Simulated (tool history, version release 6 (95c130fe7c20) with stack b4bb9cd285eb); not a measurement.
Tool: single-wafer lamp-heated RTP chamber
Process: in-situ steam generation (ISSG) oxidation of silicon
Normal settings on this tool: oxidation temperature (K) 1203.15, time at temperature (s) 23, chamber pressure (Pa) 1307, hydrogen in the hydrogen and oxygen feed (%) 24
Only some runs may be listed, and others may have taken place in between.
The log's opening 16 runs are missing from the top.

run    hour  oxidation temperature (K)  time at temperature (s)  chamber pressure (Pa)  hydrogen in the hydrogen and oxygen feed (%)  read-back reference wafer on the same gauge, thickness  oxide thickness on the monitor wafer (nm)
 17  1252.8                    1203.15                       23                   1307                                            32                                                   4.881                                      5.042
 18  1310.6                    1203.15                       23                   1360                                            20                                                   4.881                                      4.532
 19  1359.4                    1203.15                       23                   1360                                            24                                                   4.877                                      4.713
 20  1433.6                    1217.15                       23                   1307                                            24                                                    4.88                                      4.948
     1452.3  -- pyrometer window cleaned and pyrometer calibrated
 21  1473.5                    1203.15                       23                   1307                                            24                                                   4.878                                      4.688
 22  1577.9                    1203.15                       23                   1307                                            24                                                   4.878                                      4.723
 23  1647.6                    1186.15                       20                   1360                                            24                                                   4.879                                      4.234
     1685.1  -- pressure gauge zeroed
 24  1733.2                    1203.15                       14                   1307                                            17                                                   4.878                                      3.635
 25  1820.8                    1214.15                       23                   1307                                            24                                                   4.878                                      4.915
 26  1917.2                    1218.15                       32                   1120                                            18                                                   4.881                                      5.511
 27  1978.8                    1203.15                       31                   1360                                            24                                                   4.882                                      5.367
 28  2033.9                    1188.15                       16                   1307                                            24                                                   4.879                                          4
 29  2241.7                    1203.15                       23                   1307                                            24                                                   4.876                                      4.778
     2265.2  -- pyrometer window cleaned and pyrometer calibrated
 30  2285.3                    1184.15                       17                   1307                                            24                                                    4.88                                      3.965

For run 31, what comes out?
 31  2342.8                    1203.15                       23                   1307                                            24                                                       ?                                          ?

read-back reference wafer on the same gauge, thickness: 4.882
oxide thickness on the monitor wafer (nm): 4.689
If the tool had no hidden condition, the same run with the same run-to-run variation would have returned oxide thickness on the monitor wafer (nm) 4.663.

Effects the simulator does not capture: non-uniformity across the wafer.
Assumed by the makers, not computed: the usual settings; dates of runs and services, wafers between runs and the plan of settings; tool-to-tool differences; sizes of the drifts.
